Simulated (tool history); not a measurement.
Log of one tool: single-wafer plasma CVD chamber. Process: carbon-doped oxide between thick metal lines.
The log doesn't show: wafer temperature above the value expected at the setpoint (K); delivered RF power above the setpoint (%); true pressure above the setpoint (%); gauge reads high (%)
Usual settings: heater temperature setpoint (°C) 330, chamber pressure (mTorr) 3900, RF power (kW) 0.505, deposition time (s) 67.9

run	hour	heater temperature setpoint (°C)	chamber pressure (mTorr)	RF power (kW)	deposition time (s)	wafers since the last listed run	hours since the last thermocouple change	hours since the last RF generator calibration	hours since the last manometer calibration	hours since the showerhead was replaced	hours since the gauge calibration	read-back reference wafer on the same gauge, thickness_nm	mean film thickness on the monitor wafer (nm)
1	0	330	3900	0.505	58.5	0	1021.7	726.1	2316.7	4668.4	527.1	357.941	319.329
# hour 24.7: showerhead replaced
2	25.2	330	3900	0.505	58.5	330	1046.9	751.3	2341.9	0.5	552.3	357.335	318.466
3	54.3	330	3900	0.505	58.5	559	1076	780.4	2371	29.6	581.4	357.538	320.094
4	75.1	330	3900	0.505	67.9	399	1096.8	801.2	2391.8	50.4	602.2	357.16	369.143
5	90.8	330	3900	0.505	67.9	301	1112.5	816.9	2407.5	66.1	617.9	357.177	369.767
6	103.1	330	3900	0.435	67.9	236	1124.8	829.2	2419.8	78.4	630.2	357.016	340.589
7	119.4	330	3900	0.505	67.9	313	1141.1	845.5	2436.1	94.7	646.5	357.082	368.285
8	153.9	330	3900	0.505	73.1	662	1175.6	880	2470.6	129.2	681	356.559	396.135
# hour 167.6: RF generator calibrated
9	186.6	318	4750	0.575	67.9	474	1208.3	19	2503.3	161.9	713.7	356.602	432.828
10	216.8	330	3900	0.505	67.9	580	1238.5	49.2	2533.5	192.1	743.9	356.199	366.586
11	241.6	318	4660	0.505	67.9	476	1263.3	74	2558.3	216.9	768.7	355.615	402.457
12	265.8	330	3650	0.56	67.9	465	1287.5	98.2	2582.5	241.1	792.9	355.95	383.381
13	290.6	330	3900	0.505	81.3	476	1312.3	123	2607.3	265.9	817.7	355.51	440.098
14	312.3	322	3160	0.575	54.7	416	1334	144.7	2629	287.6	839.4	355.295	312.896
15	328.8	330	3100	0.45	76.2	317	1350.5	161.2	2645.5	304.1	855.9	355.191	372.128
16	343.4	330	3900	0.505	67.9	280	1365.1	175.8	2660.1	318.7	870.5	355.089	366.094
17	357.3	321	3900	0.585	67.9	267	1379	189.7	2674	332.6	884.4	354.809	407.533
# hour 366: capacitance manometer re-zeroed and calibrated
18	373.1	339	3900	0.505	67.9	149	1394.8	205.5	7.1	348.4	900.2	354.653	355.383
# hour 422.3: thermocouple changed; heater temperature recalibrated
# hour 422.8: gauge calibrated
19	441.6	330	3900	0.505	67.9	1162	19.3	274	75.6	416.9	18.8	359.573	371.389
20	470.2	318	3070	0.505	67.9	549	47.9	302.6	104.2	445.5	47.4	360.047	373.542
21	500.3	330	3900	0.505	67.9	578	78	332.7	134.3	475.6	77.5	359.944	371.932
22	524.9	330	3900	0.47	67.9	472	102.6	357.3	158.9	500.2	102.1	359.63	358.013
23	540.2	330	3900	0.505	67.9	294	117.9	372.6	174.2	515.5	117.4	359.701	372.366
24	567.2	330	4790	0.505	67.9	518	144.9	399.6	201.2	542.5	144.4	359.789	390.664
25	588.3	319	3900	0.505	67.9	405	166	420.7	222.3	563.6	165.5	359.529	388.091
26	623.1	330	3900	0.505	67.9	668	200.8	455.5	257.1	598.4	200.3	359.825	371.049
27	674	330	3900	0.505	67.9	978	251.7	506.4	308	649.3	251.2	359.799	372.127

Forecast each of these 5 alternatives for the next run:
A	674.4	330	3900	0.505	67.9	7	252.1	506.8	308.4	649.7	251.6	?	?
B	674.4	330	3900	0.505	55.9	7	252.1	506.8	308.4	649.7	251.6	?	?
C	674.4	320	3900	0.45	61.4	7	252.1	506.8	308.4	649.7	251.6	?	?
D	674.4	330	3900	0.605	67.9	7	252.1	506.8	308.4	649.7	251.6	?	?
E	674.4	318	4360	0.575	67.9	7	252.1	506.8	308.4	649.7	251.6	?	?

run	read-back reference wafer on the same gauge, thickness_nm	mean film thickness on the monitor wafer (nm)
A	359.154	369.889
B	359.154	305.029
C	359.154	327.659
D	359.154	405.915
E	359.154	425.141
Without the tool's hidden state the same runs would have given:
run	mean film thickness on the monitor wafer (nm)
A	369.385
B	304.614
C	327.212
D	405.362
E	424.561

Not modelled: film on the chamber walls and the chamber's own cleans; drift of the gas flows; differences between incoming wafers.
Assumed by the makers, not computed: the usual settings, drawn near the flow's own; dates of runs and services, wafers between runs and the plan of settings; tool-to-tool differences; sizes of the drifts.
